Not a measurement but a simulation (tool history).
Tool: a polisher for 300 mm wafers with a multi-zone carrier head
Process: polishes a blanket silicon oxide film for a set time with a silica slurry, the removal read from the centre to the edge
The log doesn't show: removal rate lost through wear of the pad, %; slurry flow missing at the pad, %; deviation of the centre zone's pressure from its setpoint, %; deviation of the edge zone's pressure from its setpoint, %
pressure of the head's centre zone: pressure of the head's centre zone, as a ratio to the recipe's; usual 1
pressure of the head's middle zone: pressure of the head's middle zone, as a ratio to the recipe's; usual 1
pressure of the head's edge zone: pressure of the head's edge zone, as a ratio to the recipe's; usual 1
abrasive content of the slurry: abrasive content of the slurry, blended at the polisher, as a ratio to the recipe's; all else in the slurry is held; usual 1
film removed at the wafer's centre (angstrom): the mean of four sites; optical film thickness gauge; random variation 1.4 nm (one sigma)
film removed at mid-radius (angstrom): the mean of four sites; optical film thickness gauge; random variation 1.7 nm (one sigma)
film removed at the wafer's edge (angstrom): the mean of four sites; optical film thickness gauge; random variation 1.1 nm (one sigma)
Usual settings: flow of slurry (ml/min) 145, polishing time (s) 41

run,day,flow of slurry (ml/min),pressure of the head's centre zone,pressure of the head's middle zone,pressure of the head's edge zone,abrasive content of the slurry,polishing time (s),wafers since the last listed run,wafers polished on this pad,hours since the slurry nozzle was cleaned,hours since the centre zone pressure was calibrated,hours since the edge zone pressure was calibrated,hours since the carrier head's membrane was replaced,"incoming thickness of the incoming film, nm",film removed at the wafer's centre (angstrom),film removed at mid-radius (angstrom),film removed at the wafer's edge (angstrom)
1,0,145,1,1,1,1,41,0,548,344,442.3,469.4,526.5,1665.7,1446,1325,1328
2,3.308,125,1,1,1,1,41,1090,1639,423.4,521.7,548.8,605.9,1700.8,1421,1285,1291
# day 6.371: centre zone pressure recalibrated
3,7.804,145,1,1.08,1,1.3,50,1454,3093,531.3,34.4,656.7,713.8,1671.1,1812,1932,1781
# day 10.038: carrier head's membrane replaced by a new one
4,10.058,145,1,1,1.06,1.25,41,674,3767,585.4,88.5,710.8,0.5,1673.9,1472,1433,1500
# day 11.242: edge zone pressure recalibrated
5,14.225,145,0.94,1,1.05,0.75,41,1345,5113,685.4,188.5,71.6,100.5,1656.8,1160,1180,1215
6,15.938,100,1,1,1.09,1,41,564,5678,726.5,229.6,112.7,141.6,1668.1,1271,1204,1293
7,17.829,145,1,1,1.05,1,41,623,6301,771.9,275,158.1,187,1666.4,1422,1309,1359
# day 21.867: worn pad replaced by a new one
8,22.012,145,1,1,1,1,41,1324,47,872.3,375.4,258.5,287.4,1685.8,1443,1338,1328
9,23.521,145,1.05,1,1.08,0.8,47,497,544,908.5,411.6,294.7,323.6,1641.6,1579,1346,1443
# day 25.921: slurry nozzle cleaned
10,26.992,145,1.08,0.95,1,1,41,1130,1675,25.7,494.9,378,406.9,1648.2,1577,1259,1333
11,30.238,145,1,1,1.05,0.75,41,1069,2745,103.6,572.8,455.9,484.8,1641.2,1295,1156,1200
# day 30.854: centre zone pressure recalibrated
12,34.054,145,1,1,1,1,41,1230,3975,195.2,76.8,547.5,576.4,1691.8,1373,1326,1333
13,36.4,130,0.94,1,1.09,1,41,773,4748,251.5,133.1,603.8,632.7,1692.2,1268,1290,1364
14,39.971,105,1,1,1,1,55,1177,5925,337.2,218.8,689.5,718.4,1652.5,1685,1613,1697
15,42.125,145,1,1,1,1,41,710,6636,388.9,270.5,741.2,770.1,1668.1,1402,1348,1341
# day 44.204: worn pad replaced by a new one
16,44.6,145,1,1,1.03,1.2,41,760,130,448.3,329.9,800.6,829.5,1647.7,1540,1413,1452
17,46.571,145,1.08,0.93,1.08,1,41,649,780,495.6,377.2,847.9,876.8,1682.4,1588,1242,1376
# day 47.671: edge zone pressure recalibrated
# day 50.125: carrier head's membrane replaced by a new one
18,50.658,170,1,0.88,1,1.2,53,1251,2031,593.7,475.3,71.7,12.8,1667.9,2157,1711,1889
# day 52.267: centre zone pressure recalibrated
19,52.288,145,1,1.08,1,1,41,509,2541,632.8,0.5,110.8,51.9,1649.2,1322,1363,1327
20,54.412,105,1,1,1,1,55,700,3241,683.8,51.5,161.8,102.9,1640.2,1639,1618,1700
21,56.662,125,0.93,1,1.08,0.9,41,741,3983,737.8,105.5,215.8,156.9,1676,1151,1242,1268
22,60.621,145,1,1,1,1,41,1304,5288,832.8,200.5,310.8,251.9,1663.8,1345,1345,1300

3 ways to go on from here, each from the tool as it stands after run 22. What would each give?
A,60.638,145,1,1,1,1,55,5,5293,833.2,200.9,311.2,252.3,1669.3,?,?,?
B,60.638,145,1,1.05,0.89,1,28,5,5293,833.2,200.9,311.2,252.3,1669.3,?,?,?
C,60.638,160,1,0.96,1,1,41,5,5293,833.2,200.9,311.2,252.3,1669.3,?,?,?

run,film removed at the wafer's centre (angstrom),film removed at mid-radius (angstrom),film removed at the wafer's edge (angstrom)
A,1860,1765,1788
B,947,936,861
C,1418,1297,1353
Without the tool's hidden state the same runs would have given:
run,film removed at the wafer's centre (angstrom),film removed at mid-radius (angstrom),film removed at the wafer's edge (angstrom)
A,1805,1765,1788
B,919,937,861
C,1376,1297,1353
